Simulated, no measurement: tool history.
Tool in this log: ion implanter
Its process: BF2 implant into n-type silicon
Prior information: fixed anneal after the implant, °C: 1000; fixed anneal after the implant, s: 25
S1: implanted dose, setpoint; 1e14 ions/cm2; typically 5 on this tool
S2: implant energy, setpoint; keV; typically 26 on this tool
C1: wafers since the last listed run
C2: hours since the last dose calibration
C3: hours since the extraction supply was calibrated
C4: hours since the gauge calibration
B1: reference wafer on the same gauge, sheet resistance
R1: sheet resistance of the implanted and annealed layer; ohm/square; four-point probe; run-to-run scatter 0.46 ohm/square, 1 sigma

run,hour,S1,S2,C1,C2,C3,C4,B1,R1
1,0,5,26,0,1773.7,3461.6,225.8,257.07,253.02
# hour 14.3: gauge calibrated
2,17.2,5,26,360,1790.9,3478.8,2.9,257.11,252.68
3,40,5,26,478,1813.7,3501.6,25.7,256.89,253.13
4,62.1,5,26,463,1835.8,3523.7,47.8,256.94,253.1
5,74.9,5,26,268,1848.6,3536.5,60.6,257.11,252.95
6,89.5,5,26,306,1863.2,3551.1,75.2,257.09,253.2
7,117.5,5,26,587,1891.2,3579.1,103.2,256.98,251.91
# hour 205.7: Faraday cup replaced and dose calibrated
# hour 215.1: extraction supply calibrated
8,224.6,5,26,1910,18.9,9.5,210.3,257.03,240.73
# hour 229.1: gauge calibrated
9,259,4.39,26,721,53.3,43.9,29.9,256.97,268.14
10,287.1,6.33,26,589,81.4,72,58,256.92,206.32
11,312.8,5.65,28.5,538,107.1,97.7,83.7,257.02,218.19
12,338.7,5,26,543,133,123.6,109.6,257.02,243.23
13,369.9,6.39,35,654,164.2,154.8,140.8,257.08,192.19
14,397,6.45,29,568,191.3,181.9,167.9,256.99,199.4
15,413.2,5.79,26,339,207.5,198.1,184.1,256.95,220.05
16,446.2,6.28,30,692,240.5,231.1,217.1,257.02,201.91
17,459.4,3.76,28.5,276,253.7,244.3,230.3,256.97,303.76
# hour 466.1: gauge calibrated
18,486.2,5,26,562,280.5,271.1,20.1,256.98,244.41

Hidden condition of the tool, last listed run before each entry between runs versus first listed run after:
Logged between run 1 and run 2: gauge calibrated (hour 14.3)
  deviation of the true dose from the Faraday cup's reading, %: -5.62 -> -5.63
  measured less the result without the state, R1: +10.77 -> +10.79 ohm/square
Logged between run 7 and run 8: Faraday cup replaced and dose calibrated (hour 205.7); extraction supply calibrated (hour 215.1)
  deviation of the true dose from the Faraday cup's reading, %: -5.67 -> 0.214
  measured less the result without the state, R1: +10.85 -> -0.38 ohm/square
Logged between run 8 and run 9: gauge calibrated (hour 229.1)
  deviation of the true dose from the Faraday cup's reading, %: 0.214 -> -0.0449
  measured less the result without the state, R1: -0.38 -> +0.1 ohm/square
Logged between run 17 and run 18: gauge calibrated (hour 466.1)
  deviation of the true dose from the Faraday cup's reading, %: -1.31 -> -1.46
  measured less the result without the state, R1: +3.37 -> +2.66 ohm/square

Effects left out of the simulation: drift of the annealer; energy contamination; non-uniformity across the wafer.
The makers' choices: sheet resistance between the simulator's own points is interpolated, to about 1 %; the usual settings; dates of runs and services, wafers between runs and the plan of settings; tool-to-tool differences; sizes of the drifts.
